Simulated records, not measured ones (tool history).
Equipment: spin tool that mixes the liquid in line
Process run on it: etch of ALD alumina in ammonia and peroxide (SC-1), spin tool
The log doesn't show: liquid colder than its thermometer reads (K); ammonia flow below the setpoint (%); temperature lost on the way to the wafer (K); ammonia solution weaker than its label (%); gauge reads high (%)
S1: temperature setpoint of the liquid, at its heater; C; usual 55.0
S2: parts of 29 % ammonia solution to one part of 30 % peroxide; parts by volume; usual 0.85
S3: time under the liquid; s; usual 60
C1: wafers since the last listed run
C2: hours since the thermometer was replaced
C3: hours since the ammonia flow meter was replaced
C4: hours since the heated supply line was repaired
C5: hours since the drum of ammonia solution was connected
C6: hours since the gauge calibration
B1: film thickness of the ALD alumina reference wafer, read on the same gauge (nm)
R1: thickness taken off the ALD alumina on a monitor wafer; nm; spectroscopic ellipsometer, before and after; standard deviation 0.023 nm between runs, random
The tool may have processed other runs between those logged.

run,hour,S1,S2,S3,C1,C2,C3,C4,C5,C6,B1,R1
1,0.0,55.0,0.85,60,0,575.5,1192.7,3035.5,635.1,1450.9,140.018,4.661
2,35.6,55.0,0.85,60,381,611.1,1228.3,3071.1,670.7,1486.5,139.998,4.609
3,66.5,55.0,0.85,60,330,642.0,1259.2,3102.0,701.6,1517.4,140.020,4.634
# hour 90.8: gauge calibrated
4,98.3,59.0,0.60,85,340,673.8,1291.0,3133.8,733.4,7.5,139.981,7.806
# hour 121.3: ammonia flow meter replaced
5,130.0,63.5,1.15,40,328,705.5,8.7,3165.5,765.1,39.2,140.000,4.962
6,143.7,55.0,1.15,75,146,719.2,22.4,3179.2,778.8,52.9,140.015,5.900
# hour 189.4: new drum of ammonia solution connected
7,234.3,55.0,0.85,60,959,809.8,113.0,3269.8,44.9,143.5,139.988,4.579
8,247.2,55.0,0.85,40,138,822.7,125.9,3282.7,57.8,156.4,140.018,3.060
9,276.9,55.0,1.15,75,318,852.4,155.6,3312.4,87.5,186.1,139.994,5.834
10,312.8,55.0,0.85,60,384,888.3,191.5,3348.3,123.4,222.0,139.994,4.569
11,337.7,47.0,0.85,60,266,913.2,216.4,3373.2,148.3,246.9,140.037,2.913
12,367.3,55.0,0.85,80,317,942.8,246.0,3402.8,177.9,276.5,139.992,5.998
13,381.5,55.0,0.85,60,152,957.0,260.2,3417.0,192.1,290.7,140.001,4.495
# hour 384.7: thermometer replaced
14,408.3,55.0,0.50,60,276,23.6,287.0,3443.8,218.9,317.5,139.987,4.580
# hour 420.8: heated supply line repaired
15,435.3,55.0,0.85,60,278,50.6,314.0,14.5,245.9,344.5,139.990,4.776
16,470.4,55.0,0.85,60,375,85.7,349.1,49.6,281.0,379.6,139.978,4.790
17,492.0,64.5,0.55,75,231,107.3,370.7,71.2,302.6,401.2,139.996,9.341
18,510.4,64.5,0.95,40,197,125.7,389.1,89.6,321.0,419.6,140.023,5.191
19,544.1,55.0,0.85,60,360,159.4,422.8,123.3,354.7,453.3,139.990,4.754
20,558.0,46.5,0.70,70,148,173.3,436.7,137.2,368.6,467.2,140.014,3.397
21,661.0,48.0,0.95,50,1103,276.3,539.7,240.2,471.6,570.2,140.014,2.725
22,684.0,55.0,1.05,85,246,299.3,562.7,263.2,494.6,593.2,140.012,6.870
23,707.0,62.5,0.55,35,246,322.3,585.7,286.2,517.6,616.2,140.003,3.913
24,736.4,55.0,0.85,60,314,351.7,615.1,315.6,547.0,645.6,140.013,4.735
25,757.2,55.0,0.85,60,222,372.5,635.9,336.4,567.8,666.4,139.993,4.744
26,774.9,55.0,0.85,60,189,390.2,653.6,354.1,585.5,684.1,139.959,4.694

Here are 3 independent what-if runs from the current tool condition. What would each one return?
A,775.3,55.0,0.85,60,4,390.6,654.0,354.5,585.9,684.5,?,?
B,775.3,49.0,0.85,60,4,390.6,654.0,354.5,585.9,684.5,?,?
C,775.3,47.5,0.85,95,4,390.6,654.0,354.5,585.9,684.5,?,?

run,B1,R1
A,139.981,4.672
B,139.981,3.371
C,139.981,4.909
With the hidden condition removed and each run's random variation left untouched, the same runs would have given:
run,R1
A,4.775
B,3.449
C,5.023

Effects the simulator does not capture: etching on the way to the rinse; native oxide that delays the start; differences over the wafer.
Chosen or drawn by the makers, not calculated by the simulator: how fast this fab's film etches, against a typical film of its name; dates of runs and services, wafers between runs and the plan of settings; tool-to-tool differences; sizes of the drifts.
